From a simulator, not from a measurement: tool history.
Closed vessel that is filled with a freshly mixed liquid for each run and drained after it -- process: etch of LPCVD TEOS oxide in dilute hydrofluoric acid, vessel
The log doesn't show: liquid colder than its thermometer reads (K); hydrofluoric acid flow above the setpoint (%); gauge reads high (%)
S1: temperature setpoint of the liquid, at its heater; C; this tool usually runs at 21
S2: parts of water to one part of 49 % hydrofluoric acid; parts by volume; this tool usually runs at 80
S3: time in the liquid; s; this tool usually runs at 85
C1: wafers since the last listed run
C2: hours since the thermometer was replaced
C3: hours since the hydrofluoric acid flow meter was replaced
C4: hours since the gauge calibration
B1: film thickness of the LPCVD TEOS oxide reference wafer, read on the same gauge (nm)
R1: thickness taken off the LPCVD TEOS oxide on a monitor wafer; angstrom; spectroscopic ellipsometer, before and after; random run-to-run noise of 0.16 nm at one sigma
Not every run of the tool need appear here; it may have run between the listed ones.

run	hour	S1	S2	S3	C1	C2	C3	C4	B1	R1
1	0	21	90	85	0	395	2053.1	173.3	100	172.3
2	23.3	21	90	85	2773	418.3	2076.4	196.6	99.98	172.5
3	44.1	21	90	85	2475	439.1	2097.2	217.4	99.98	170
4	64.3	21	80	85	2404	459.3	2117.4	237.6	100.01	195.6
5	88.1	21	80	85	2832	483.1	2141.2	261.4	100	195.1
6	116.9	21	80	85	3428	511.9	2170	290.2	100.01	193.5
7	142.4	21	80	85	3035	537.4	2195.5	315.7	99.99	194.2
8	155	21	80	85	1499	550	2208.1	328.3	100	193.1
9	171.2	21	80	85	1928	566.2	2224.3	344.5	100.01	192.9
10	193.4	21	80	85	2642	588.4	2246.5	366.7	100	190.9
# hour 204.2: hydrofluoric acid flow meter replaced
11	208.7	17	80	120	1702	603.7	4.5	382	100	228.2
# hour 214.4: gauge calibrated
12	262.4	25.5	80	120	6391	657.4	58.2	48	100.02	325.9
13	278.8	21	80	85	1952	673.8	74.6	64.4	99.97	190.2
# hour 285.3: thermometer replaced
14	292.6	21	80	125	1523	7.3	88.4	78.2	99.98	306.6
15	337.5	21	60	55	5344	52.2	133.3	123.1	99.98	179.7
16	351.6	23.5	80	120	1678	66.3	147.4	137.2	99.99	324.8
17	380.6	19.5	80	85	3451	95.3	176.4	166.2	100.01	194.7
18	399.4	17.5	95	120	2237	114.1	195.2	185	99.98	205.6

Selected run-to-run steps in R1, each split into two signed amounts: the part the tool would show with no hidden state at all (from settings, incoming material and random variation), and the remainder, which goes to the hidden state together with any gauge scatter not common to the measured and the hidden-state-free results:
Run 13 -> 14: S3 85 -> 125, thermometer replaced. R1 +116.4 angstrom: hidden state +17.9, all else +98.5.
Run 15 -> 16: S1 21 -> 23.5, S2 60 -> 80, S3 55 -> 120. R1 +145.1 angstrom: hidden state -1.9, all else +147.

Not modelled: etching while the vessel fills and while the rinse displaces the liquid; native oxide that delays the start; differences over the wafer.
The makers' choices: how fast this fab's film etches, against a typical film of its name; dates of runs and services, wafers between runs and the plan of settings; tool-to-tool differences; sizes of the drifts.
